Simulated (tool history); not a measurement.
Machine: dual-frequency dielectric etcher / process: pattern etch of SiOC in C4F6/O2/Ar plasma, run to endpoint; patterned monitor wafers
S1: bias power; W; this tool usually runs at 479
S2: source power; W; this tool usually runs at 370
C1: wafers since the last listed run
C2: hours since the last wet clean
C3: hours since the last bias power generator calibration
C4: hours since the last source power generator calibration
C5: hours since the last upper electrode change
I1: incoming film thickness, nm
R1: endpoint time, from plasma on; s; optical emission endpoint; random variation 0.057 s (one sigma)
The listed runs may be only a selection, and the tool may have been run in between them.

{"run": 1, "day": 0.0, "S1": 523, "S2": 370, "C1": 0, "C2": 170.8, "C3": 2348.3, "C4": 1165, "C5": 4314.3, "I1": 28.36, "R1": 10.6}
{"run": 2, "day": 0.571, "S1": 479, "S2": 370, "C1": 132, "C2": 184.5, "C3": 2362, "C4": 1178.7, "C5": 4328, "I1": 28.35, "R1": 10.9}
{"run": 3, "day": 0.842, "S1": 479, "S2": 370, "C1": 62, "C2": 191, "C3": 2368.5, "C4": 1185.2, "C5": 4334.5, "I1": 28.49, "R1": 10.9}
{"run": 4, "day": 1.221, "S1": 544, "S2": 370, "C1": 87, "C2": 200.1, "C3": 2377.6, "C4": 1194.3, "C5": 4343.6, "I1": 28.61, "R1": 10.7}
{"run": 5, "day": 1.842, "S1": 544, "S2": 370, "C1": 144, "C2": 215, "C3": 2392.5, "C4": 1209.2, "C5": 4358.5, "I1": 28.53, "R1": 10.7}
{"run": 6, "day": 2.421, "S1": 479, "S2": 370, "C1": 134, "C2": 228.9, "C3": 2406.4, "C4": 1223.1, "C5": 4372.4, "I1": 28.54, "R1": 11.1}
{"run": 7, "day": 2.9, "S1": 479, "S2": 370, "C1": 111, "C2": 240.4, "C3": 2417.9, "C4": 1234.6, "C5": 4383.9, "I1": 28.18, "R1": 11.1}
{"run": 8, "day": 3.571, "S1": 563, "S2": 370, "C1": 155, "C2": 256.5, "C3": 2434, "C4": 1250.7, "C5": 4400, "I1": 28.34, "R1": 10.6}
{"day": 4.358, "done": "bias power generator calibrated"}
{"run": 9, "day": 4.379, "S1": 479, "S2": 370, "C1": 148, "C2": 275.9, "C3": 0.5, "C4": 1270.1, "C5": 4419.4, "I1": 28.54, "R1": 11.2}
{"day": 5.438, "done": "upper electrode replaced"}
{"run": 10, "day": 5.458, "S1": 479, "S2": 370, "C1": 18, "C2": 301.8, "C3": 26.4, "C4": 1296, "C5": 0.5, "I1": 28.33, "R1": 11.1}
{"run": 11, "day": 5.475, "S1": 479, "S2": 370, "C1": 3, "C2": 302.2, "C3": 26.8, "C4": 1296.4, "C5": 0.9, "I1": 28.37, "R1": 11.2}
{"run": 12, "day": 5.729, "S1": 479, "S2": 370, "C1": 58, "C2": 308.3, "C3": 32.9, "C4": 1302.5, "C5": 7, "I1": 27.97, "R1": 11.1}
{"run": 13, "day": 6.354, "S1": 428, "S2": 330, "C1": 145, "C2": 323.3, "C3": 47.9, "C4": 1317.5, "C5": 22, "I1": 28.45, "R1": 12.1}
{"run": 14, "day": 6.621, "S1": 433, "S2": 400, "C1": 61, "C2": 329.7, "C3": 54.3, "C4": 1323.9, "C5": 28.4, "I1": 28.31, "R1": 11.3}
{"day": 8.092, "done": "source power generator calibrated"}
{"day": 8.142, "done": "wet clean of the chamber"}
{"run": 15, "day": 8.162, "S1": 479, "S2": 300, "C1": 307, "C2": 0.5, "C3": 91.3, "C4": 1.7, "C5": 65.4, "I1": 28.23, "R1": 11.2}
{"run": 16, "day": 8.175, "S1": 479, "S2": 370, "C1": 2, "C2": 0.8, "C3": 91.6, "C4": 2, "C5": 65.7, "I1": 28.09, "R1": 10.6}
{"run": 17, "day": 8.462, "S1": 544, "S2": 370, "C1": 66, "C2": 7.7, "C3": 98.5, "C4": 8.9, "C5": 72.6, "I1": 28.44, "R1": 10.2}
{"run": 18, "day": 8.771, "S1": 560, "S2": 410, "C1": 71, "C2": 15.1, "C3": 105.9, "C4": 16.3, "C5": 80, "I1": 28.25, "R1": 9.7}
{"run": 19, "day": 9.067, "S1": 422, "S2": 340, "C1": 68, "C2": 22.2, "C3": 113, "C4": 23.4, "C5": 87.1, "I1": 28.41, "R1": 11.2}
{"run": 20, "day": 9.408, "S1": 479, "S2": 370, "C1": 79, "C2": 30.4, "C3": 121.2, "C4": 31.6, "C5": 95.3, "I1": 28.28, "R1": 10.6}
{"run": 21, "day": 9.721, "S1": 374, "S2": 370, "C1": 72, "C2": 37.9, "C3": 128.7, "C4": 39.1, "C5": 102.8, "I1": 28.6, "R1": 11.6}
{"run": 22, "day": 10.338, "S1": 414, "S2": 300, "C1": 143, "C2": 52.7, "C3": 143.5, "C4": 53.9, "C5": 117.6, "I1": 28.36, "R1": 11.8}

Some steps in R1 between neighbouring runs. How much of each would the tool show without its hidden state too (settings, what came in, random variation), and how much is left for the hidden state, with any gauge scatter that isn't in both results?
The tool's hidden condition here consists of: etch rate over this chamber's usual, %; bias power that arrives over what is set, %; source power that arrives over what is set, %.
Run 1 -> 2: S1 523 -> 479. R1 +0.3 s: hidden state -0.1, all else +0.4.
Run 12 -> 13: S1 479 -> 428, S2 370 -> 330. R1 +1 s: hidden state +0.1, all else +0.9.
Run 14 -> 15: S1 433 -> 479, S2 400 -> 300, source power generator calibrated, wet clean of the chamber. R1 -0.1 s: hidden state -0.6, all else +0.5.
Run 18 -> 19: S1 560 -> 422, S2 410 -> 340. R1 +1.5 s: hidden state +0, all else +1.5.
